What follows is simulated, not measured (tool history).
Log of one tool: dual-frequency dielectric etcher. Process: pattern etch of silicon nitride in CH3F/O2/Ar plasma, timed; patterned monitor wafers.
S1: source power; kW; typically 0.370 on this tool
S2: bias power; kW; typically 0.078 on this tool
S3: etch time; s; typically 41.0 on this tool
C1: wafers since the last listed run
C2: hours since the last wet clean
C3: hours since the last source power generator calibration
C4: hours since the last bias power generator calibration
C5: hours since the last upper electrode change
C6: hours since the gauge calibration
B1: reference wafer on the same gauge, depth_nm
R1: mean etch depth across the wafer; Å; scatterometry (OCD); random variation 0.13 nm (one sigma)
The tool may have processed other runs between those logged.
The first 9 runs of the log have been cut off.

Run 10, day 18.446: usual settings; C1 264; C2 14.7; C3 1871.3; C4 3685.6; C5 5667.9; C6 732.1; B1 30.58. Result: R1 316.3 Å.
At day 19.358: source power generator calibrated.
Run 11, day 21.442: usual settings; C1 1262; C2 86.6; C3 50.0; C4 3757.5; C5 5739.8; C6 804.0; B1 30.66. Result: R1 319.7 Å.
Run 12, day 23.862: usual settings; C1 1080; C2 144.7; C3 108.1; C4 3815.6; C5 5797.9; C6 862.1; B1 30.61. Result: R1 320.6 Å.
Run 13, day 25.838: usual settings; C1 881; C2 192.1; C3 155.5; C4 3863.0; C5 5845.3; C6 909.5; B1 30.67. Result: R1 318.7 Å.
At day 27.900: upper electrode replaced.
Run 14, day 27.921: usual settings but S1 0.400 kW; C1 483; C2 242.1; C3 205.5; C4 3913.0; C5 0.5; C6 959.5; B1 30.70. Result: R1 329.8 Å.
Run 15, day 29.325: usual settings; C1 626; C2 275.8; C3 239.2; C4 3946.7; C5 34.2; C6 993.2; B1 30.72. Result: R1 318.5 Å.
Run 16, day 30.725: usual settings; C1 624; C2 309.4; C3 272.8; C4 3980.3; C5 67.8; C6 1026.8; B1 30.67. Result: R1 320.1 Å.
Run 17, day 32.625: usual settings but S2 0.085 kW, S3 29.5 s; C1 848; C2 355.0; C3 318.4; C4 4025.9; C5 113.4; C6 1072.4; B1 30.76. Result: R1 235.2 Å.
Run 18, day 34.525: usual settings; C1 848; C2 400.6; C3 364.0; C4 4071.5; C5 159.0; C6 1118.0; B1 30.78. Result: R1 319.1 Å.
At day 36.142: wet clean of the chamber.
Run 19, day 36.162: usual settings but S1 0.450 kW; C1 284; C2 0.5; C3 403.3; C4 4110.8; C5 198.3; C6 1157.3; B1 30.76. Result: R1 344.2 Å.
Run 20, day 37.450: usual settings but S3 29.5 s; C1 574; C2 31.4; C3 434.2; C4 4141.7; C5 229.2; C6 1188.2; B1 30.71. Result: R1 230.0 Å.
Run 21, day 39.238: usual settings but S2 0.068 kW, S3 31.5 s; C1 797; C2 74.3; C3 477.1; C4 4184.6; C5 272.1; C6 1231.1; B1 30.67. Result: R1 235.5 Å.
At day 40.021: gauge calibrated.
Run 22, day 40.904: usual settings but S1 0.450 kW, S2 0.059 kW; C1 743; C2 114.3; C3 517.1; C4 4224.6; C5 312.1; C6 21.2; B1 29.48. Result: R1 307.4 Å.
Run 23, day 42.279: usual settings but S1 0.400 kW, S2 0.070 kW, S3 53.5 s; C1 613; C2 147.3; C3 550.1; C4 4257.6; C5 345.1; C6 54.2; B1 29.61. Result: R1 400.3 Å.
At day 43.712: bias power generator calibrated.
Run 24, day 44.850: usual settings but S2 0.058 kW; C1 1073; C2 209.0; C3 611.8; C4 27.3; C5 406.8; C6 115.9; B1 29.81. Result: R1 282.0 Å.
Run 25, day 46.612: usual settings but S1 0.290 kW, S2 0.090 kW, S3 50.0 s; C1 786; C2 251.3; C3 654.1; C4 69.6; C5 449.1; C6 158.2; B1 29.85. Result: R1 354.2 Å.
Run 26, day 48.421: usual settings but S1 0.450 kW, S2 0.087 kW, S3 48.5 s; C1 807; C2 294.7; C3 697.5; C4 113.0; C5 492.5; C6 201.6; B1 30.01. Result: R1 415.1 Å.
Run 27, day 50.271: usual settings; C1 825; C2 339.1; C3 741.9; C4 157.4; C5 536.9; C6 246.0; B1 30.11. Result: R1 311.7 Å.
At day 52.638: wet clean of the chamber.
Run 28, day 52.658: usual settings; C1 619; C2 0.5; C3 799.2; C4 214.7; C5 594.2; C6 303.3; B1 30.24. Result: R1 313.3 Å.
Run 29, day 53.433: usual settings but S1 0.310 kW, S3 51.5 s; C1 345; C2 19.1; C3 817.8; C4 233.3; C5 612.8; C6 321.9; B1 30.20. Result: R1 362.2 Å.
Run 30, day 55.154: usual settings; C1 768; C2 60.4; C3 859.1; C4 274.6; C5 654.1; C6 363.2; B1 30.33. Result: R1 313.0 Å.
Run 31, day 57.317: usual settings but S1 0.290 kW, S3 35.5 s; C1 965; C2 112.3; C3 911.0; C4 326.5; C5 706.0; C6 415.1; B1 30.32. Result: R1 245.0 Å.

Below are 3 alternative next runs, each starting from the tool's condition after run 31. Predict each:
Run A, day 57.333: usual settings; C1 7; C2 112.7; C3 911.4; C4 326.9; C5 706.4; C6 415.5; B1 ?. Result: R1 ?.
Run B, day 57.333: usual settings but S2 0.063 kW, S3 47.0 s; C1 7; C2 112.7; C3 911.4; C4 326.9; C5 706.4; C6 415.5; B1 ?. Result: R1 ?.
Run C, day 57.333: usual settings but S2 0.085 kW, S3 34.5 s; C1 7; C2 112.7; C3 911.4; C4 326.9; C5 706.4; C6 415.5; B1 ?. Result: R1 ?.

run     B1     R1
  A  30.35  317.3
  B  30.35  340.2
  C  30.35  274.6
Stripped of hidden state, with their random variation kept, the same runs would have yielded:
run     R1
  A  306.3
  B  328.4
  C  265.0
